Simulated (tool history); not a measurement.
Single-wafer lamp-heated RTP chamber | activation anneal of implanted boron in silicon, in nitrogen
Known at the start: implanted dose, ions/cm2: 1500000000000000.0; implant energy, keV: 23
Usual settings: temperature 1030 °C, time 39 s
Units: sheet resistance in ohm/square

| run | hour | temperature | time | read-back reference wafer on the same gauge, sheet resistance | sheet resistance |
|---|---|---|---|---|---|
| 1 | 0 | 1030 | 39 | 84.68 | 75.65 |
| 2 | 60.3 | 1030 | 39 | 85 | 75.09 |
| 3 | 115.5 | 1030 | 39 | 84.92 | 75 |
| 4 | 160.3 | 1030 | 39 | 84.84 | 75.43 |
| 5 | 300.1 | 1030 | 39 | 84.81 | 75.55 |
|  | 334.4 | pyrometer window cleaned and pyrometer calibrated |
|  | 345.1 | reflector plate cleaned |
| 6 | 365 | 1030 | 39 | 84.84 | 75.87 |
| 7 | 419.8 | 1030 | 39 | 84.93 | 75.91 |
| 8 | 467.3 | 1030 | 39 | 84.72 | 75.65 |
| 9 | 528 | 1030 | 25 | 84.79 | 76.69 |
| 10 | 576.4 | 1030 | 25 | 84.86 | 75.55 |
|  | 646.2 | pyrometer window cleaned and pyrometer calibrated |
| 11 | 646.7 | 1030 | 25 | 84.96 | 75.63 |
|  | 676.4 | reflector plate cleaned |
| 12 | 678.8 | 1044 | 30 | 85.07 | 74.24 |
| 13 | 744.4 | 1044 | 30 | 84.69 | 74.89 |
| 14 | 814.9 | 1030 | 39 | 85.07 | 75.85 |
| 15 | 839 | 1030 | 39 | 84.88 | 75.36 |
|  | 893.4 | gauge calibrated |
| 16 | 895.2 | 1030 | 39 | 84.65 | 75.7 |
| 17 | 937.1 | 1044 | 30 | 84.51 | 74.64 |
| 18 | 974.5 | 1058 | 39 | 84.95 | 73.27 |
|  | 984.7 | pyrometer window cleaned and pyrometer calibrated |
|  | 1033.1 | reflector plate cleaned |
| 19 | 1033.6 | 1006 | 19 | 84.88 | 80.89 |
| 20 | 1064.9 | 1059 | 45 | 84.69 | 73.7 |
| 21 | 1098.2 | 1030 | 31 | 84.58 | 76.12 |
| 22 | 1151.2 | 1030 | 39 | 84.62 | 74.87 |
| 23 | 1207.6 | 1044 | 30 | 84.63 | 75.55 |
| 24 | 1260.8 | 1043 | 39 | 84.82 | 74.89 |
|  | 1313.7 | pyrometer window cleaned and pyrometer calibrated |
| 25 | 1314.2 | 1030 | 53 | 84.91 | 74.82 |
| 26 | 1368.5 | 1049 | 28 | 84.85 | 74.22 |
|  | 1431.3 | reflector plate cleaned |
| 27 | 1488.1 | 1030 | 39 | 84.95 | 76.35 |
| 28 | 1532.6 | 1003 | 58 | 84.78 | 77.9 |
| 29 | 1601.4 | 1030 | 39 | 84.91 | 75.56 |
| 30 | 1663.7 | 1030 | 61 | 84.7 | 74.77 |
| 31 | 1694.6 | 1010 | 48 | 84.6 | 77.67 |
|  | 1709.9 | pyrometer window cleaned and pyrometer calibrated |
| 32 | 1735.1 | 1044 | 30 | 84.81 | 74.78 |

The tool's hidden state at each run:
true wafer temperature minus pyrometer reading, K: 0 in every run
wafer temperature error from the tarnished reflector plate, K: 0 in every run
gauge reads high (%): 0 in every run

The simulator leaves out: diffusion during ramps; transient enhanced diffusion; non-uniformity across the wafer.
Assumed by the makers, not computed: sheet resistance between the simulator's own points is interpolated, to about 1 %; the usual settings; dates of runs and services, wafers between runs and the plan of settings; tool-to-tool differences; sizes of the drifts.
